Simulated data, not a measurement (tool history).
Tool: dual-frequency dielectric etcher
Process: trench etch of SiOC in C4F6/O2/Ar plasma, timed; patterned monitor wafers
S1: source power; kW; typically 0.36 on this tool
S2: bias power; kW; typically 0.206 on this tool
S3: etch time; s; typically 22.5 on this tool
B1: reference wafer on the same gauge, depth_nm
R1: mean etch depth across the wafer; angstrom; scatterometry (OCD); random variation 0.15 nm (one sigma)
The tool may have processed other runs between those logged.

Run 1, hour 0: usual settings but S2 0.218 kW; B1 54.27. Result: R1 470.7 angstrom.
Run 2, hour 31.1: usual settings; B1 54.31. Result: R1 460.5 angstrom.
Run 3, hour 97: usual settings; B1 54.28. Result: R1 455.6 angstrom.
Run 4, hour 129.8: usual settings; B1 54.28. Result: R1 454.9 angstrom.
Run 5, hour 170.4: usual settings but S3 25.5 s; B1 54.29. Result: R1 512.5 angstrom.
Run 6, hour 199.9: usual settings but S3 25.5 s; B1 54.29. Result: R1 512.2 angstrom.
Run 7, hour 235.8: usual settings but S3 25.5 s; B1 54.32. Result: R1 511.9 angstrom.
Run 8, hour 276.3: usual settings; B1 54.34. Result: R1 464.2 angstrom.
Run 9, hour 324.8: usual settings; B1 54.28. Result: R1 462.3 angstrom.
Run 10, hour 375.7: usual settings but S3 21 s; B1 54.28. Result: R1 427.8 angstrom.
Run 11, hour 409.2: usual settings but S3 21 s; B1 54.3. Result: R1 429.4 angstrom.
Run 12, hour 448.1: usual settings but S3 21 s; B1 54.3. Result: R1 426.2 angstrom.
Run 13, hour 498.9: usual settings but S3 25 s; B1 54.33. Result: R1 506.9 angstrom.
Run 14, hour 536.6: usual settings but S1 0.39 kW, S2 0.225 kW, S3 27 s; B1 54.32. Result: R1 587.5 angstrom.
Run 15, hour 563.1: usual settings but S3 19 s; B1 54.32. Result: R1 383 angstrom.
Run 16, hour 611.9: usual settings but S2 0.182 kW, S3 18.5 s; B1 54.31. Result: R1 354.1 angstrom.
Run 17, hour 645.5: usual settings but S1 0.29 kW, S2 0.228 kW, S3 27.5 s; B1 54.31. Result: R1 528.1 angstrom.
Run 18, hour 683.9: usual settings; B1 54.31. Result: R1 457.8 angstrom.
Run 19, hour 740.2: usual settings but S3 16.5 s; B1 54.32. Result: R1 336.1 angstrom.
Run 20, hour 796.6: usual settings; B1 54.3. Result: R1 456 angstrom.
Run 21, hour 836.7: usual settings but S1 0.31 kW, S2 0.186 kW; B1 54.29. Result: R1 410.8 angstrom.
Run 22, hour 894.9: usual settings but S3 26.5 s; B1 54.31. Result: R1 537.6 angstrom.
Run 23, hour 946.9: usual settings but S1 0.27 kW, S2 0.188 kW, S3 17 s; B1 54.26. Result: R1 292.7 angstrom.
Run 24, hour 990.3: usual settings; B1 54.34. Result: R1 457.4 angstrom.
Run 25, hour 1054.8: usual settings but S1 0.39 kW, S2 0.166 kW; B1 54.34. Result: R1 428.4 angstrom.
Run 26, hour 1119.8: usual settings; B1 54.32. Result: R1 461.2 angstrom.
Run 27, hour 1147.7: usual settings but S1 0.43 kW; B1 54.29. Result: R1 496.1 angstrom.

Missing from the log above: 8 entries noted between runs. For each, name the pair of listed runs it sits between and say how the tool's hidden condition differs from the listed run just before to the listed run just after:
After run 7, before run 8: wet clean of the chamber (hour 260)
  etch rate over this chamber's usual, %: -2.05 -> 0.221
  measured value less the no-hidden-state value, R1: -10.7 -> +1 angstrom
After run 12, before run 13: gauge calibrated (hour 451.5)
  etch rate over this chamber's usual, %: -0.706 -> -0.98
  measured value less the no-hidden-state value, R1: -3 -> -5 angstrom
After run 15, before run 16: source power generator calibrated (hour 608.4)
  etch rate over this chamber's usual, %: -1.33 -> -1.59
  measured value less the no-hidden-state value, R1: -5.1 -> -5.7 angstrom
After run 17, before run 18: wet clean of the chamber (hour 681)
  etch rate over this chamber's usual, %: -1.77 -> -0.11
  measured value less the no-hidden-state value, R1: -9.5 -> -0.5 angstrom
After run 19, before run 20: upper electrode replaced (hour 796)
  etch rate over this chamber's usual, %: -0.414 -> -0.718
  measured value less the no-hidden-state value, R1: -1.4 -> -3.3 angstrom
After run 20, before run 21: bias power generator calibrated (hour 836.2)
  etch rate over this chamber's usual, %: -0.718 -> -0.934
  measured value less the no-hidden-state value, R1: -3.3 -> -3.8 angstrom
After run 25, before run 26: wet clean of the chamber (hour 1119.3)
  etch rate over this chamber's usual, %: -2.11 -> -0.0627
  measured value less the no-hidden-state value, R1: -9.3 -> -0.3 angstrom
After run 26, before run 27: gauge calibrated (hour 1120.4)
  etch rate over this chamber's usual, %: -0.0627 -> -0.213
  measured value less the no-hidden-state value, R1: -0.3 -> -1.1 angstrom
